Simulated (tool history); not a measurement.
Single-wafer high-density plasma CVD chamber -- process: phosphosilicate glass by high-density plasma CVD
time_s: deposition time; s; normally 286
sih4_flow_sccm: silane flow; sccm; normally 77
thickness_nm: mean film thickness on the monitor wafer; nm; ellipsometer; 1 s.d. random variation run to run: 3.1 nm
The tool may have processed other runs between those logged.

run	hour	time_s	sih4_flow_sccm	wafers since the last listed run	hours since the silane flow controller was replaced	hours since the gauge calibration	read-back reference wafer on the same gauge, thickness_nm	thickness_nm
1	0.0	286	77	0	3931.6	233.2	2428.983	2076.032
2	12.3	286	77	95	3943.9	245.5	2428.590	2072.806
3	22.8	286	77	81	3954.4	256.0	2423.507	2066.964
4	29.6	286	77	52	3961.2	262.8	2424.106	2062.258
5	40.1	286	68	81	3971.7	273.3	2421.486	1860.495
6	49.4	286	77	71	3981.0	282.6	2420.456	2067.273
7	65.2	305	65	122	3996.8	298.4	2415.896	1903.540
# hour 72.8: gauge calibrated
8	76.8	286	77	89	4008.4	4.0	2451.062	2087.358
9	88.4	286	77	89	4020.0	15.6	2450.333	2086.793
10	99.1	286	77	82	4030.7	26.3	2451.475	2092.054
11	107.4	286	77	64	4039.0	34.6	2450.480	2094.489
12	140.3	286	77	254	4071.9	67.5	2448.436	2093.703
13	149.7	286	81	72	4081.3	76.9	2448.231	2181.425
14	155.8	286	81	47	4087.4	83.0	2449.556	2187.867
15	172.1	286	74	126	4103.7	99.3	2447.609	2021.508
16	188.8	286	74	129	4120.4	116.0	2446.421	2022.556
17	198.0	286	86	71	4129.6	125.2	2445.205	2298.997
18	208.7	305	88	82	4140.3	135.9	2445.093	2494.370
19	215.0	303	83	48	4146.6	142.2	2442.848	2360.500
20	229.9	286	77	115	4161.5	157.1	2442.175	2081.718
21	236.4	270	91	50	4168.0	163.6	2441.803	2275.883
22	248.2	314	88	91	4179.8	175.4	2439.999	2569.597
23	261.1	268	63	99	4192.7	188.3	2438.685	1641.090
24	268.2	231	77	54	4199.8	195.4	2437.446	1679.589
25	278.8	339	85	81	4210.4	206.0	2435.956	2688.020
26	288.0	321	82	71	4219.6	215.2	2433.406	2464.182
27	299.1	332	90	85	4230.7	226.3	2432.519	2763.754
28	309.6	343	66	81	4241.2	236.8	2429.213	2179.102
29	324.0	233	82	111	4255.6	251.2	2426.737	1782.906
# hour 325.1: gauge calibrated
30	330.8	286	74	52	4262.4	5.7	2455.206	2028.171
31	340.7	338	67	76	4272.3	15.6	2457.488	2194.156
# hour 350.8: silane flow controller replaced
32	351.3	322	66	20	0.5	26.2	2457.047	2068.501
33	368.9	286	77	136	18.1	43.8	2455.000	2093.528
34	389.8	286	77	161	39.0	64.7	2455.470	2093.499
35	415.1	265	72	195	64.3	90.0	2453.362	1832.495
36	429.7	234	68	112	78.9	104.6	2451.653	1539.286
37	445.2	251	81	119	94.4	120.1	2450.028	1920.766

Each row is a separate what-if for the run after 37, all from the same tool condition, not one after another. Results?
A	445.7	286	72	3	94.9	120.6	?	?
B	445.7	303	81	3	94.9	120.6	?	?
C	445.7	317	71	3	94.9	120.6	?	?
D	445.7	234	77	3	94.9	120.6	?	?
E	445.7	319	87	3	94.9	120.6	?	?

run	read-back reference wafer on the same gauge, thickness_nm	thickness_nm
A	2451.431	1967.851
B	2451.431	2307.684
C	2451.431	2155.243
D	2451.431	1705.678
E	2451.431	2585.963
Take away the tool's hidden state, keep each run's random variation, and the runs would have read:
run	thickness_nm
A	1967.433
B	2307.195
C	2154.785
D	1705.316
E	2585.415
